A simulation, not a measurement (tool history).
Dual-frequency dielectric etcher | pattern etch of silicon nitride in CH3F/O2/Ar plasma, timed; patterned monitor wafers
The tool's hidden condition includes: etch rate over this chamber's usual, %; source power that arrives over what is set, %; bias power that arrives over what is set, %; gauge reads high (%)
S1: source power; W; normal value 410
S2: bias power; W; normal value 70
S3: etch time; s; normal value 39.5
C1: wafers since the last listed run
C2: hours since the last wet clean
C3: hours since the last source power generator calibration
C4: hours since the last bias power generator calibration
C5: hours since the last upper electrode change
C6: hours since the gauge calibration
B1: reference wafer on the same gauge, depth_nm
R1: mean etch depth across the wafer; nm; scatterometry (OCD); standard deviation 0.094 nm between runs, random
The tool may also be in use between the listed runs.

{"run": 1, "hour": 0.0, "S1": 410, "S2": 70, "S3": 39.5, "C1": 0, "C2": 171.8, "C3": 1793.7, "C4": 3197.7, "C5": 3293.5, "C6": 321.0, "B1": 32.16, "R1": 30.37}
{"run": 2, "hour": 41.7, "S1": 450, "S2": 70, "S3": 44.5, "C1": 414, "C2": 213.5, "C3": 1835.4, "C4": 3239.4, "C5": 3335.2, "C6": 362.7, "B1": 32.19, "R1": 34.94}
{"run": 3, "hour": 84.2, "S1": 450, "S2": 70, "S3": 44.5, "C1": 422, "C2": 256.0, "C3": 1877.9, "C4": 3281.9, "C5": 3377.7, "C6": 405.2, "B1": 32.23, "R1": 35.15}
{"run": 4, "hour": 124.9, "S1": 410, "S2": 70, "S3": 39.5, "C1": 404, "C2": 296.7, "C3": 1918.6, "C4": 3322.6, "C5": 3418.4, "C6": 445.9, "B1": 32.21, "R1": 30.7}
{"run": 5, "hour": 158.0, "S1": 410, "S2": 70, "S3": 39.5, "C1": 329, "C2": 329.8, "C3": 1951.7, "C4": 3355.7, "C5": 3451.5, "C6": 479.0, "B1": 32.2, "R1": 30.68}
{"hour": 228.4, "done": "wet clean of the chamber"}
{"run": 6, "hour": 228.9, "S1": 410, "S2": 60, "S3": 39.5, "C1": 466, "C2": 0.5, "C3": 2022.6, "C4": 3426.6, "C5": 3522.4, "C6": 549.9, "B1": 32.18, "R1": 29.89}
{"run": 7, "hour": 257.3, "S1": 410, "S2": 70, "S3": 39.5, "C1": 282, "C2": 28.9, "C3": 2051.0, "C4": 3455.0, "C5": 3550.8, "C6": 578.3, "B1": 32.16, "R1": 31.78}
{"run": 8, "hour": 282.5, "S1": 410, "S2": 70, "S3": 39.5, "C1": 250, "C2": 54.1, "C3": 2076.2, "C4": 3480.2, "C5": 3576.0, "C6": 603.5, "B1": 32.24, "R1": 31.65}
{"run": 9, "hour": 345.7, "S1": 410, "S2": 70, "S3": 39.5, "C1": 628, "C2": 117.3, "C3": 2139.4, "C4": 3543.4, "C5": 3639.2, "C6": 666.7, "B1": 32.19, "R1": 31.97}
{"hour": 415.8, "done": "wet clean of the chamber, repeated, since the last time left the tool worse"}
{"hour": 429.3, "done": "upper electrode replaced"}
{"run": 10, "hour": 429.8, "S1": 410, "S2": 70, "S3": 47.5, "C1": 462, "C2": 14.0, "C3": 2223.5, "C4": 3627.5, "C5": 0.5, "C6": 750.8, "B1": 32.2, "R1": 35.96}
{"run": 11, "hour": 481.2, "S1": 410, "S2": 70, "S3": 39.5, "C1": 510, "C2": 65.4, "C3": 2274.9, "C4": 3678.9, "C5": 51.9, "C6": 802.2, "B1": 32.21, "R1": 30.3}
{"hour": 507.7, "done": "bias power generator calibrated"}
{"run": 12, "hour": 525.9, "S1": 340, "S2": 84, "S3": 39.5, "C1": 404, "C2": 110.1, "C3": 2319.6, "C4": 18.2, "C5": 96.6, "C6": 846.9, "B1": 32.19, "R1": 31.14}
{"run": 13, "hour": 556.3, "S1": 470, "S2": 78, "S3": 39.5, "C1": 302, "C2": 140.5, "C3": 2350.0, "C4": 48.6, "C5": 127.0, "C6": 877.3, "B1": 32.24, "R1": 32.57}
{"hour": 562.3, "done": "gauge calibrated"}
{"hour": 601.0, "done": "source power generator calibrated"}
{"run": 14, "hour": 661.2, "S1": 450, "S2": 70, "S3": 44.5, "C1": 1003, "C2": 245.4, "C3": 60.2, "C4": 153.5, "C5": 231.9, "C6": 98.9, "B1": 32.19, "R1": 35.26}
{"run": 15, "hour": 716.0, "S1": 500, "S2": 83, "S3": 47.5, "C1": 544, "C2": 300.2, "C3": 115.0, "C4": 208.3, "C5": 286.7, "C6": 153.7, "B1": 32.23, "R1": 41.2}
{"hour": 783.1, "done": "wet clean of the chamber"}
{"run": 16, "hour": 783.6, "S1": 460, "S2": 70, "S3": 39.5, "C1": 433, "C2": 0.5, "C3": 182.6, "C4": 275.9, "C5": 354.3, "C6": 221.3, "B1": 32.21, "R1": 30.56}
{"run": 17, "hour": 818.3, "S1": 320, "S2": 77, "S3": 49.0, "C1": 344, "C2": 35.2, "C3": 217.3, "C4": 310.6, "C5": 389.0, "C6": 256.0, "B1": 32.2, "R1": 36.38}
{"run": 18, "hour": 878.0, "S1": 410, "S2": 61, "S3": 29.5, "C1": 593, "C2": 94.9, "C3": 277.0, "C4": 370.3, "C5": 448.7, "C6": 315.7, "B1": 32.22, "R1": 21.27}
{"run": 19, "hour": 938.4, "S1": 410, "S2": 61, "S3": 39.5, "C1": 600, "C2": 155.3, "C3": 337.4, "C4": 430.7, "C5": 509.1, "C6": 376.1, "B1": 32.2, "R1": 28.7}
{"run": 20, "hour": 991.5, "S1": 350, "S2": 57, "S3": 39.5, "C1": 527, "C2": 208.4, "C3": 390.5, "C4": 483.8, "C5": 562.2, "C6": 429.2, "B1": 32.21, "R1": 26.99}

Give the tool's hidden conditions for every run:
source power that arrives over what is set, %: 0 at every run
bias power that arrives over what is set, %: 0 at every run
gauge reads high (%): 0 at every run
H1: etch rate over this chamber's usual, %
run=1 H1=1.39
run=2 H1=1.71
run=3 H1=2.03
run=4 H1=2.33
run=5 H1=2.58
run=6 H1=5.52
run=7 H1=5.73
run=8 H1=5.92
run=9 H1=6.4
run=10 H1=0.111
run=11 H1=0.498
run=12 H1=0.835
run=13 H1=1.06
run=14 H1=1.85
run=15 H1=2.27
run=16 H1=-0.425
run=17 H1=-0.164
run=18 H1=0.286
run=19 H1=0.741
run=20 H1=1.14

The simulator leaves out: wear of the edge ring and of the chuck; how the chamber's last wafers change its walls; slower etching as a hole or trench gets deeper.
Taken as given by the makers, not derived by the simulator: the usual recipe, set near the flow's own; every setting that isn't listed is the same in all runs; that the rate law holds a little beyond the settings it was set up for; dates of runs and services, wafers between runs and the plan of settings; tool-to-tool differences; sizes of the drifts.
